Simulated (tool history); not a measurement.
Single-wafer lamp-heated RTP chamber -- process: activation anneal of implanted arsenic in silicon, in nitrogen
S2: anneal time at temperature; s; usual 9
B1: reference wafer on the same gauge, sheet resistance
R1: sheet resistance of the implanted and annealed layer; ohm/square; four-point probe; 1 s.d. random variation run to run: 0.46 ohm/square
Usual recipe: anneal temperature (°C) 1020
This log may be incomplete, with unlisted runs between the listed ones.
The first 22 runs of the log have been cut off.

Run 23, hour 538.2: usual settings but S2 14 s; B1 248.03. Result: R1 301.71 ohm/square.
Run 24, hour 562.8: usual settings but S2 11 s; B1 247.61. Result: R1 302.70 ohm/square.
At hour 663.2: pyrometer window cleaned and pyrometer calibrated.
Run 25, hour 670.3: usual settings but anneal temperature (°C) 1039, S2 5 s; B1 246.92. Result: R1 302.35 ohm/square.
Run 26, hour 693.1: usual settings but anneal temperature (°C) 1040, S2 11 s; B1 246.73. Result: R1 299.48 ohm/square.
Run 27, hour 715.3: usual settings but anneal temperature (°C) 1009, S2 14 s; B1 246.59. Result: R1 302.05 ohm/square.
Run 28, hour 735.8: usual settings; B1 246.42. Result: R1 300.54 ohm/square.
Run 29, hour 751.9: usual settings but anneal temperature (°C) 1044, S2 14 s; B1 246.40. Result: R1 297.49 ohm/square.
Run 30, hour 779.5: usual settings but anneal temperature (°C) 990, S2 14 s; B1 246.25. Result: R1 301.91 ohm/square.
Run 31, hour 797.4: usual settings but anneal temperature (°C) 1012, S2 14 s; B1 245.98. Result: R1 300.75 ohm/square.
Run 32, hour 825.3: usual settings but anneal temperature (°C) 1035, S2 5 s; B1 246.00. Result: R1 301.90 ohm/square.
Run 33, hour 853.4: usual settings but anneal temperature (°C) 1033; B1 245.86. Result: R1 300.01 ohm/square.
Run 34, hour 865.7: usual settings; B1 245.71. Result: R1 301.19 ohm/square.
Run 35, hour 888.6: usual settings but anneal temperature (°C) 1001, S2 13 s; B1 245.79. Result: R1 301.05 ohm/square.
Run 36, hour 910.0: usual settings; B1 245.75. Result: R1 300.95 ohm/square.

What if the next run were any one of these 5? Each begins from the tool's condition after run 36:
Run A, hour 910.4: usual settings; B1 ?. Result: R1 ?.
Run B, hour 910.4: usual settings but anneal temperature (°C) 1004, S2 12 s; B1 ?. Result: R1 ?.
Run C, hour 910.4: usual settings but anneal temperature (°C) 1028, S2 5 s; B1 ?. Result: R1 ?.
Run D, hour 910.4: usual settings but anneal temperature (°C) 999; B1 ?. Result: R1 ?.
Run E, hour 910.4: usual settings but S2 12 s; B1 ?. Result: R1 ?.

run      B1      R1
  A  245.59  300.44
  B  245.59  300.62
  C  245.59  301.88
  D  245.59  301.94
  E  245.59  299.37
With the hidden condition removed and each run's random variation left untouched, the same runs would have given:
run      R1
  A  303.27
  B  303.46
  C  304.73
  D  304.79
  E  302.20
